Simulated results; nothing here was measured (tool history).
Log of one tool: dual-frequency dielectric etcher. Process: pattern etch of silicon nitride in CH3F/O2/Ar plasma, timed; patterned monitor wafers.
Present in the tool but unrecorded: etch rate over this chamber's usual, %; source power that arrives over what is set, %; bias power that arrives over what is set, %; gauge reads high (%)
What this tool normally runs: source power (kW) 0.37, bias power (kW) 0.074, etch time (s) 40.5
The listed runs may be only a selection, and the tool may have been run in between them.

run     day  source power (kW)  bias power (kW)  etch time (s)  wafers since the last listed run  hours since the last wet clean  hours since the last source power generator calibration  hours since the last bias power generator calibration  hours since the last upper electrode change  hours since the gauge calibration  read-back reference wafer on the same gauge, depth_nm  mean etch depth across the wafer (angstrom)
  1       0               0.37            0.074           40.5                                 0                           536.9                                                   4485.3                                                 1667.5                                         3142                              256.3                                                  25.41                                        267.4
  2   0.433               0.37            0.074           40.5                               188                           547.3                                                   4495.7                                                 1677.9                                       3152.4                              266.7                                                  25.42                                        269.4
  3   0.929               0.37            0.074           40.5                               215                           559.2                                                   4507.6                                                 1689.8                                       3164.3                              278.6                                                   25.4                                        269.7
  4   1.521               0.37            0.067           40.5                               256                           573.4                                                   4521.8                                                   1704                                       3178.5                              292.8                                                   25.4                                          262
  5   2.262                0.4            0.066           40.5                               322                           591.2                                                   4539.6                                                 1721.8                                       3196.3                              310.6                                                  25.41                                        275.3
      2.329  -- gauge calibrated
  6   2.708               0.43            0.074           40.5                               193                           601.9                                                   4550.3                                                 1732.5                                         3207                                9.1                                                   25.4                                        295.3
  7   3.354               0.43            0.074           40.5                               280                           617.4                                                   4565.8                                                   1748                                       3222.5                               24.6                                                  25.39                                        296.2
  8   3.704               0.37            0.074           40.5                               151                           625.8                                                   4574.2                                                 1756.4                                       3230.9                                 33                                                  25.41                                        272.5
      4.771  -- wet clean of the chamber
  9   4.792               0.37            0.074           40.5                                37                             0.5                                                   4600.3                                                 1782.5                                         3257                               59.1                                                  25.41                                        259.7
 10   4.808               0.37            0.074           40.5                                 7                             0.9                                                   4600.7                                                 1782.9                                       3257.4                               59.5                                                  25.42                                          261
 11   5.329               0.37            0.074           40.5                               226                            13.4                                                   4613.2                                                 1795.4                                       3269.9                                 72                                                  25.42                                        262.5
 12   5.621               0.43            0.074           40.5                               126                            20.4                                                   4620.2                                                 1802.4                                       3276.9                                 79                                                  25.39                                        286.2
      5.992  -- bias power generator calibrated
 13   6.158               0.45             0.09           49.5                               161                            33.3                                                   4633.1                                                      4                                       3289.8                               91.9                                                  25.39                                        381.4
 14   6.804               0.37            0.062           40.5                               280                            48.8                                                   4648.6                                                   19.5                                       3305.3                              107.4                                                  25.39                                        249.4
 15   7.142               0.37            0.065           40.5                               146                            56.9                                                   4656.7                                                   27.6                                       3313.4                              115.5                                                  25.41                                        253.7
 16   7.396               0.45            0.069           43.5                               110                              63                                                   4662.8                                                   33.7                                       3319.5                              121.6                                                  25.42                                        309.2
 17   7.875               0.37            0.068           40.5                               208                            74.5                                                   4674.3                                                   45.2                                         3331                              133.1                                                  25.41                                        255.8
      8.467  -- source power generator calibrated
 18   8.483               0.33             0.09           36.5                               191                            89.1                                                      0.4                                                   59.8                                       3345.6                              147.7                                                   25.4                                        233.1
 19   9.212               0.32             0.09             36                               316                           106.6                                                     17.9                                                   77.3                                       3363.1                              165.2                                                  25.41                                        227.3
     10.717  -- upper electrode replaced
 20  10.738               0.37            0.074           40.5                               227                           143.2                                                     54.5                                                  113.9                                          0.5                              201.8                                                  25.39                                        264.5
 21  10.754               0.41            0.087           29.5                                 7                           143.6                                                     54.9                                                  114.3                                          0.9                              202.2                                                   25.4                                        214.2
 22  10.833               0.35            0.074           40.5                                34                           145.5                                                     56.8                                                  116.2                                          2.8                              204.1                                                  25.39                                        255.6
 23  11.338               0.37            0.074             50                               218                           157.6                                                     68.9                                                  128.3                                         14.9                              216.2                                                  25.39                                          329
 24  11.796               0.34             0.09           43.5                               199                           168.6                                                     79.9                                                  139.3                                         25.9                              227.2                                                  25.42                                        286.7
 25  12.617               0.41            0.059             52                               356                           188.3                                                     99.6                                                    159                                         45.6                              246.9                                                  25.39                                        338.4
 26  12.871               0.37            0.074           40.5                               110                           194.4                                                    105.7                                                  165.1                                         51.7                                253                                                  25.39                                        264.1
 27  13.579               0.32            0.059             31                               307                           211.4                                                    122.7                                                  182.1                                         68.7                                270                                                  25.41                                        174.4
 28  14.121               0.31            0.081           40.5                               235                           224.4                                                    135.7                                                  195.1                                         81.7                                283                                                   25.4                                        243.7
     14.333  -- gauge calibrated
 29  14.608               0.41            0.062           30.5                               211                           236.1                                                    147.4                                                  206.8                                         93.4                                6.6                                                   25.4                                        202.8
 30  14.929               0.37            0.074           40.5                               139                           243.8                                                    155.1                                                  214.5                                        101.1                               14.3                                                  25.39                                        265.5

Alternative continuations, all from the tool just after run 30; predict every row:
  A  14.946               0.37            0.074           40.5                                 7                           244.2                                                    155.5                                                  214.9                                        101.5                               14.7                                                      ?                                            ?
  B  14.946               0.42            0.074           48.5                                 7                           244.2                                                    155.5                                                  214.9                                        101.5                               14.7                                                      ?                                            ?
  C  14.946               0.31            0.074           40.5                                 7                           244.2                                                    155.5                                                  214.9                                        101.5                               14.7                                                      ?                                            ?
  D  14.946               0.33            0.085             45                                 7                           244.2                                                    155.5                                                  214.9                                        101.5                               14.7                                                      ?                                            ?

run  read-back reference wafer on the same gauge, depth_nm  mean etch depth across the wafer (angstrom)
  A                                                  25.39                                        265.1
  B                                                  25.39                                        341.7
  C                                                  25.39                                        237.1
  D                                                  25.39                                          286
Had the tool no hidden state, the same runs would have come out as:
run  mean etch depth across the wafer (angstrom)
  A                                        260.6
  B                                        335.9
  C                                          233
  D                                        281.1
